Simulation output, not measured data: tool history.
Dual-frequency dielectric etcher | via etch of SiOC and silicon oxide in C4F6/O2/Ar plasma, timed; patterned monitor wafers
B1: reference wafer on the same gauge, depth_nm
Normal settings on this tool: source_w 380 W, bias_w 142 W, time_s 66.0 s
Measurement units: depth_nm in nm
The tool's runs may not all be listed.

run 1 hour=0.0 | source_w=380 bias_w=165 time_s=66.0 | B1=50.9 | depth_nm=68.1
run 2 hour=13.1 | source_w=380 bias_w=165 time_s=66.0 | B1=50.9 | depth_nm=67.9
-- hour=25.6 gauge calibrated
run 3 hour=30.4 | source_w=380 bias_w=142 time_s=66.0 | B1=50.9 | depth_nm=64.3
run 4 hour=39.0 | source_w=380 bias_w=142 time_s=66.0 | B1=50.9 | depth_nm=64.6
-- hour=75.6 wet clean of the chamber
-- hour=78.1 upper electrode replaced, of another model than before
run 5 hour=78.6 | source_w=380 bias_w=142 time_s=66.0 | B1=50.9 | depth_nm=61.7
run 6 hour=78.9 | source_w=380 bias_w=142 time_s=66.0 | B1=50.9 | depth_nm=61.6
run 7 hour=79.3 | source_w=380 bias_w=142 time_s=66.0 | B1=50.9 | depth_nm=61.8
run 8 hour=83.2 | source_w=440 bias_w=142 time_s=66.0 | B1=50.9 | depth_nm=65.0
run 9 hour=96.8 | source_w=440 bias_w=142 time_s=66.0 | B1=50.9 | depth_nm=65.6
run 10 hour=106.7 | source_w=290 bias_w=154 time_s=55.5 | B1=50.9 | depth_nm=49.4
run 11 hour=119.9 | source_w=380 bias_w=142 time_s=81.5 | B1=50.9 | depth_nm=76.6
run 12 hour=128.6 | source_w=380 bias_w=142 time_s=66.0 | B1=50.9 | depth_nm=62.2
-- hour=139.5 bias power generator calibrated
run 13 hour=143.6 | source_w=380 bias_w=168 time_s=74.5 | B1=50.9 | depth_nm=77.4
-- hour=152.9 source power generator calibrated
-- hour=158.7 gauge calibrated
run 14 hour=159.1 | source_w=380 bias_w=142 time_s=66.0 | B1=50.9 | depth_nm=62.3
run 15 hour=171.0 | source_w=350 bias_w=112 time_s=66.0 | B1=50.9 | depth_nm=52.0
run 16 hour=184.0 | source_w=380 bias_w=132 time_s=66.0 | B1=50.9 | depth_nm=59.5
run 17 hour=196.0 | source_w=380 bias_w=142 time_s=66.0 | B1=50.9 | depth_nm=62.5
run 18 hour=207.6 | source_w=300 bias_w=142 time_s=75.5 | B1=50.9 | depth_nm=65.4
run 19 hour=214.3 | source_w=420 bias_w=142 time_s=66.0 | B1=50.9 | depth_nm=64.9

Below are 5 alternative next runs, each starting from the tool's condition after run 19. Predict each:
run A hour=214.7 | source_w=380 bias_w=114 time_s=66.0 | B1=? | depth_nm=?
run B hour=214.7 | source_w=330 bias_w=112 time_s=48.5 | B1=? | depth_nm=?
run C hour=214.7 | source_w=330 bias_w=142 time_s=66.0 | B1=? | depth_nm=?
run D hour=214.7 | source_w=380 bias_w=111 time_s=66.0 | B1=? | depth_nm=?
run E hour=214.7 | source_w=340 bias_w=153 time_s=57.0 | B1=? | depth_nm=?

run=A B1=50.9 depth_nm=54.4
run=B B1=50.9 depth_nm=37.4
run=C B1=50.9 depth_nm=59.5
run=D B1=50.9 depth_nm=53.4
run=E B1=50.9 depth_nm=54.3
Take away the tool's hidden state, keep each run's random variation, and the runs would have read:
run=A depth_nm=53.5
run=B depth_nm=36.7
run=C depth_nm=58.5
run=D depth_nm=52.5
run=E depth_nm=53.4

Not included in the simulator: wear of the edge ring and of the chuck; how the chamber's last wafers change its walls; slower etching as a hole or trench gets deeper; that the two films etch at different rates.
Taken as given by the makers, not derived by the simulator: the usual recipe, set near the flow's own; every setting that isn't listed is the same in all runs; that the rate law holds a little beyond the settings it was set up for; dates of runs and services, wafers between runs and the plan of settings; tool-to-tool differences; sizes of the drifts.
